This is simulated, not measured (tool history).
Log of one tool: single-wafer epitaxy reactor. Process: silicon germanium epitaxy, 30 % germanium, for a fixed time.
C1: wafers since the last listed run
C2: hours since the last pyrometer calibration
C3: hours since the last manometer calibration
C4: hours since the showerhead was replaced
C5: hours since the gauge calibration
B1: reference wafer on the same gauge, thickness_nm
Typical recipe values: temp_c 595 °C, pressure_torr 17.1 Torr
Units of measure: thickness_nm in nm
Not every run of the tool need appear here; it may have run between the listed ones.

{"run": 1, "hour": 0.0, "temp_c": 595, "pressure_torr": 16.2, "C1": 0, "C2": 1024.7, "C3": 2864.3, "C4": 4450.4, "C5": 235, "B1": 54.495, "thickness_nm": 50.142}
{"run": 2, "hour": 7.7, "temp_c": 595, "pressure_torr": 17.1, "C1": 180, "C2": 1032.4, "C3": 2872, "C4": 4458.1, "C5": 242.7, "B1": 54.525, "thickness_nm": 51.265}
{"run": 3, "hour": 18.4, "temp_c": 595, "pressure_torr": 17.1, "C1": 251, "C2": 1043.1, "C3": 2882.7, "C4": 4468.8, "C5": 253.4, "B1": 54.486, "thickness_nm": 51.084}
{"run": 4, "hour": 61.0, "temp_c": 595, "pressure_torr": 17.1, "C1": 999, "C2": 1085.7, "C3": 2925.3, "C4": 4511.4, "C5": 296, "B1": 54.491, "thickness_nm": 51.281}
{"run": 5, "hour": 67.0, "temp_c": 595, "pressure_torr": 17.1, "C1": 140, "C2": 1091.7, "C3": 2931.3, "C4": 4517.4, "C5": 302, "B1": 54.491, "thickness_nm": 50.919}
{"run": 6, "hour": 77.6, "temp_c": 595, "pressure_torr": 17.1, "C1": 248, "C2": 1102.3, "C3": 2941.9, "C4": 4528, "C5": 312.6, "B1": 54.488, "thickness_nm": 51.255}
{"run": 7, "hour": 92.8, "temp_c": 607, "pressure_torr": 17.1, "C1": 356, "C2": 1117.5, "C3": 2957.1, "C4": 4543.2, "C5": 327.8, "B1": 54.52, "thickness_nm": 62.193}
{"run": 8, "hour": 108.2, "temp_c": 607, "pressure_torr": 17.1, "C1": 361, "C2": 1132.9, "C3": 2972.5, "C4": 4558.6, "C5": 343.2, "B1": 54.494, "thickness_nm": 62.029}
{"run": 9, "hour": 124.9, "temp_c": 607, "pressure_torr": 17.1, "C1": 391, "C2": 1149.6, "C3": 2989.2, "C4": 4575.3, "C5": 359.9, "B1": 54.509, "thickness_nm": 61.986}
{"run": 10, "hour": 134.2, "temp_c": 595, "pressure_torr": 17.1, "C1": 218, "C2": 1158.9, "C3": 2998.5, "C4": 4584.6, "C5": 369.2, "B1": 54.475, "thickness_nm": 50.992}
{"run": 11, "hour": 141.8, "temp_c": 595, "pressure_torr": 17.1, "C1": 178, "C2": 1166.5, "C3": 3006.1, "C4": 4592.2, "C5": 376.8, "B1": 54.507, "thickness_nm": 51.03}
{"hour": 157.3, "done": "gauge calibrated"}
{"run": 12, "hour": 158.4, "temp_c": 595, "pressure_torr": 17.1, "C1": 389, "C2": 1183.1, "C3": 3022.7, "C4": 4608.8, "C5": 1.1, "B1": 54.497, "thickness_nm": 50.978}
{"hour": 176.3, "done": "showerhead replaced"}
{"run": 13, "hour": 176.8, "temp_c": 595, "pressure_torr": 19.5, "C1": 244, "C2": 1201.5, "C3": 3041.1, "C4": 0.5, "C5": 19.5, "B1": 54.484, "thickness_nm": 53.702}
{"run": 14, "hour": 186.0, "temp_c": 595, "pressure_torr": 14.6, "C1": 215, "C2": 1210.7, "C3": 3050.3, "C4": 9.7, "C5": 28.7, "B1": 54.521, "thickness_nm": 47.705}
{"run": 15, "hour": 196.9, "temp_c": 595, "pressure_torr": 17.1, "C1": 255, "C2": 1221.6, "C3": 3061.2, "C4": 20.6, "C5": 39.6, "B1": 54.472, "thickness_nm": 50.61}
{"run": 16, "hour": 205.1, "temp_c": 595, "pressure_torr": 17.1, "C1": 192, "C2": 1229.8, "C3": 3069.4, "C4": 28.8, "C5": 47.8, "B1": 54.5, "thickness_nm": 50.939}
{"hour": 214.6, "done": "pyrometer calibrated"}
{"run": 17, "hour": 220.9, "temp_c": 595, "pressure_torr": 17.1, "C1": 183, "C2": 6.3, "C3": 3085.2, "C4": 44.6, "C5": 63.6, "B1": 54.494, "thickness_nm": 52.343}
{"run": 18, "hour": 227.6, "temp_c": 595, "pressure_torr": 16.2, "C1": 157, "C2": 13, "C3": 3091.9, "C4": 51.3, "C5": 70.3, "B1": 54.516, "thickness_nm": 51.064}
{"run": 19, "hour": 256.6, "temp_c": 607, "pressure_torr": 13.4, "C1": 680, "C2": 42, "C3": 3120.9, "C4": 80.3, "C5": 99.3, "B1": 54.498, "thickness_nm": 57.596}
{"run": 20, "hour": 264.2, "temp_c": 595, "pressure_torr": 17.1, "C1": 178, "C2": 49.6, "C3": 3128.5, "C4": 87.9, "C5": 106.9, "B1": 54.505, "thickness_nm": 52.352}
{"run": 21, "hour": 273.2, "temp_c": 595, "pressure_torr": 19.9, "C1": 211, "C2": 58.6, "C3": 3137.5, "C4": 96.9, "C5": 115.9, "B1": 54.496, "thickness_nm": 55.357}
{"hour": 285.3, "done": "capacitance manometer re-zeroed and calibrated"}
{"run": 22, "hour": 285.8, "temp_c": 595, "pressure_torr": 17.1, "C1": 107, "C2": 71.2, "C3": 0.5, "C4": 109.5, "C5": 128.5, "B1": 54.501, "thickness_nm": 52.191}
{"run": 23, "hour": 289.1, "temp_c": 609, "pressure_torr": 18.8, "C1": 77, "C2": 74.5, "C3": 3.8, "C4": 112.8, "C5": 131.8, "B1": 54.494, "thickness_nm": 68.097}
{"run": 24, "hour": 299.5, "temp_c": 589, "pressure_torr": 14.9, "C1": 244, "C2": 84.9, "C3": 14.2, "C4": 123.2, "C5": 142.2, "B1": 54.497, "thickness_nm": 44.9}
{"run": 25, "hour": 317.2, "temp_c": 585, "pressure_torr": 19.3, "C1": 415, "C2": 102.6, "C3": 31.9, "C4": 140.9, "C5": 159.9, "B1": 54.51, "thickness_nm": 46.769}
{"run": 26, "hour": 334.7, "temp_c": 610, "pressure_torr": 18.4, "C1": 410, "C2": 120.1, "C3": 49.4, "C4": 158.4, "C5": 177.4, "B1": 54.5, "thickness_nm": 68.655}
{"run": 27, "hour": 342.3, "temp_c": 609, "pressure_torr": 17.1, "C1": 178, "C2": 127.7, "C3": 57, "C4": 166, "C5": 185, "B1": 54.505, "thickness_nm": 65.212}
{"run": 28, "hour": 357.3, "temp_c": 604, "pressure_torr": 17.1, "C1": 352, "C2": 142.7, "C3": 72, "C4": 181, "C5": 200, "B1": 54.51, "thickness_nm": 60.317}
{"run": 29, "hour": 363.9, "temp_c": 609, "pressure_torr": 15.2, "C1": 154, "C2": 149.3, "C3": 78.6, "C4": 187.6, "C5": 206.6, "B1": 54.52, "thickness_nm": 62.159}
{"run": 30, "hour": 372.6, "temp_c": 595, "pressure_torr": 17.1, "C1": 204, "C2": 158, "C3": 87.3, "C4": 196.3, "C5": 215.3, "B1": 54.475, "thickness_nm": 52.228}
{"run": 31, "hour": 382.2, "temp_c": 605, "pressure_torr": 20.3, "C1": 225, "C2": 167.6, "C3": 96.9, "C4": 205.9, "C5": 224.9, "B1": 54.504, "thickness_nm": 66.037}
{"run": 32, "hour": 391.3, "temp_c": 595, "pressure_torr": 13.7, "C1": 213, "C2": 176.7, "C3": 106, "C4": 215, "C5": 234, "B1": 54.487, "thickness_nm": 47.914}
{"run": 33, "hour": 398.4, "temp_c": 600, "pressure_torr": 17.1, "C1": 166, "C2": 183.8, "C3": 113.1, "C4": 222.1, "C5": 241.1, "B1": 54.502, "thickness_nm": 56.562}
{"run": 34, "hour": 424.1, "temp_c": 605, "pressure_torr": 19.7, "C1": 603, "C2": 209.5, "C3": 138.8, "C4": 247.8, "C5": 266.8, "B1": 54.487, "thickness_nm": 64.798}

Predict each of these 4 candidate next runs independently; none follows another, all start after run 34:
{"run": "A", "hour": 424.5, "temp_c": 595, "pressure_torr": 20, "C1": 9, "C2": 209.9, "C3": 139.2, "C4": 248.2, "C5": 267.2, "B1": "?", "thickness_nm": "?"}
{"run": "B", "hour": 424.5, "temp_c": 604, "pressure_torr": 19.6, "C1": 9, "C2": 209.9, "C3": 139.2, "C4": 248.2, "C5": 267.2, "B1": "?", "thickness_nm": "?"}
{"run": "C", "hour": 424.5, "temp_c": 595, "pressure_torr": 15.4, "C1": 9, "C2": 209.9, "C3": 139.2, "C4": 248.2, "C5": 267.2, "B1": "?", "thickness_nm": "?"}
{"run": "D", "hour": 424.5, "temp_c": 599, "pressure_torr": 13.9, "C1": 9, "C2": 209.9, "C3": 139.2, "C4": 248.2, "C5": 267.2, "B1": "?", "thickness_nm": "?"}

run=A B1=54.497 thickness_nm=55.644
run=B B1=54.497 thickness_nm=63.805
run=C B1=54.497 thickness_nm=50.01
run=D B1=54.497 thickness_nm=51.162
Had the tool no hidden state, the same runs would have come out as:
run=A thickness_nm=55.88
run=B thickness_nm=64.071
run=C thickness_nm=50.222
run=D thickness_nm=51.377
